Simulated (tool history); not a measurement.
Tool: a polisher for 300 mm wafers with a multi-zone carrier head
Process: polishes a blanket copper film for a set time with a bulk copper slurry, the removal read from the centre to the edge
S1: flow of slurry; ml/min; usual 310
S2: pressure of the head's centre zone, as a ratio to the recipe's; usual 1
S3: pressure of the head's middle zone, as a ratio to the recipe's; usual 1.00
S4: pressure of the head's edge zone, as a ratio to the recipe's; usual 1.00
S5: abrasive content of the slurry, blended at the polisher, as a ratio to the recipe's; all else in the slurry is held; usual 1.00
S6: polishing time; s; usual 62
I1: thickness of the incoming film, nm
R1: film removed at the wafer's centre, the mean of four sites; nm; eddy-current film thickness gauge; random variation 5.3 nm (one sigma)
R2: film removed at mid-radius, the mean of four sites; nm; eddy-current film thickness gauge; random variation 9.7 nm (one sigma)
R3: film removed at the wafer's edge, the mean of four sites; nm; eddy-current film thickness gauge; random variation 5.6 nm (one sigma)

{"run": 1, "hour": 0.0, "S1": 310, "S2": 1, "S3": 1.0, "S4": 1.0, "S5": 1.0, "S6": 52, "I1": 2107.8, "R1": 610.3, "R2": 619.5, "R3": 647.6}
{"hour": 46.6, "done": "worn pad replaced by a new one"}
{"run": 2, "hour": 47.1, "S1": 310, "S2": 1, "S3": 1.0, "S4": 1.0, "S5": 1.0, "S6": 62, "I1": 2112.2, "R1": 728.7, "R2": 738.9, "R3": 748.3}
{"run": 3, "hour": 83.5, "S1": 310, "S2": 1, "S3": 1.0, "S4": 1.0, "S5": 1.0, "S6": 62, "I1": 2101.3, "R1": 734.0, "R2": 746.1, "R3": 760.6}
{"run": 4, "hour": 146.7, "S1": 310, "S2": 1, "S3": 1.0, "S4": 1.0, "S5": 1.05, "S6": 62, "I1": 2110.6, "R1": 730.9, "R2": 737.9, "R3": 762.4}
{"run": 5, "hour": 174.2, "S1": 310, "S2": 1, "S3": 1.0, "S4": 1.0, "S5": 1.0, "S6": 62, "I1": 2061.8, "R1": 733.3, "R2": 732.8, "R3": 765.1}
{"hour": 180.5, "done": "worn pad replaced by a new one"}
{"hour": 200.2, "done": "edge zone pressure recalibrated"}
{"hour": 229.6, "done": "slurry nozzle cleaned"}
{"run": 6, "hour": 242.6, "S1": 310, "S2": 1, "S3": 1.0, "S4": 1.0, "S5": 1.0, "S6": 62, "I1": 2050.3, "R1": 745.9, "R2": 742.7, "R3": 772.5}
{"run": 7, "hour": 272.6, "S1": 310, "S2": 1, "S3": 1.0, "S4": 1.0, "S5": 1.0, "S6": 62, "I1": 2081.9, "R1": 744.8, "R2": 756.2, "R3": 760.0}
{"run": 8, "hour": 301.6, "S1": 310, "S2": 1, "S3": 1.0, "S4": 1.0, "S5": 1.0, "S6": 62, "I1": 2095.9, "R1": 748.4, "R2": 764.3, "R3": 762.4}
{"hour": 319.2, "done": "worn pad replaced by a new one"}
{"hour": 319.6, "done": "centre zone pressure recalibrated"}
{"hour": 347.4, "done": "carrier head's membrane replaced by a new one"}
{"run": 9, "hour": 355.1, "S1": 415, "S2": 1, "S3": 1.04, "S4": 1.06, "S5": 0.75, "S6": 62, "I1": 2105.9, "R1": 722.4, "R2": 751.3, "R3": 779.4}

The next listed run, before its measurement:
{"run": 10, "hour": 411.7, "S1": 275, "S2": 1, "S3": 1.0, "S4": 1.0, "S5": 1.0, "S6": 62, "I1": 2081.3, "R1": "?", "R2": "?", "R3": "?"}

R1: 728.6 nm
R2: 755.8 nm
R3: 757.7 nm
Without the tool's hidden state the same run would have given R1 737.0 nm, R2 763.7 nm, R3 763.7 nm.

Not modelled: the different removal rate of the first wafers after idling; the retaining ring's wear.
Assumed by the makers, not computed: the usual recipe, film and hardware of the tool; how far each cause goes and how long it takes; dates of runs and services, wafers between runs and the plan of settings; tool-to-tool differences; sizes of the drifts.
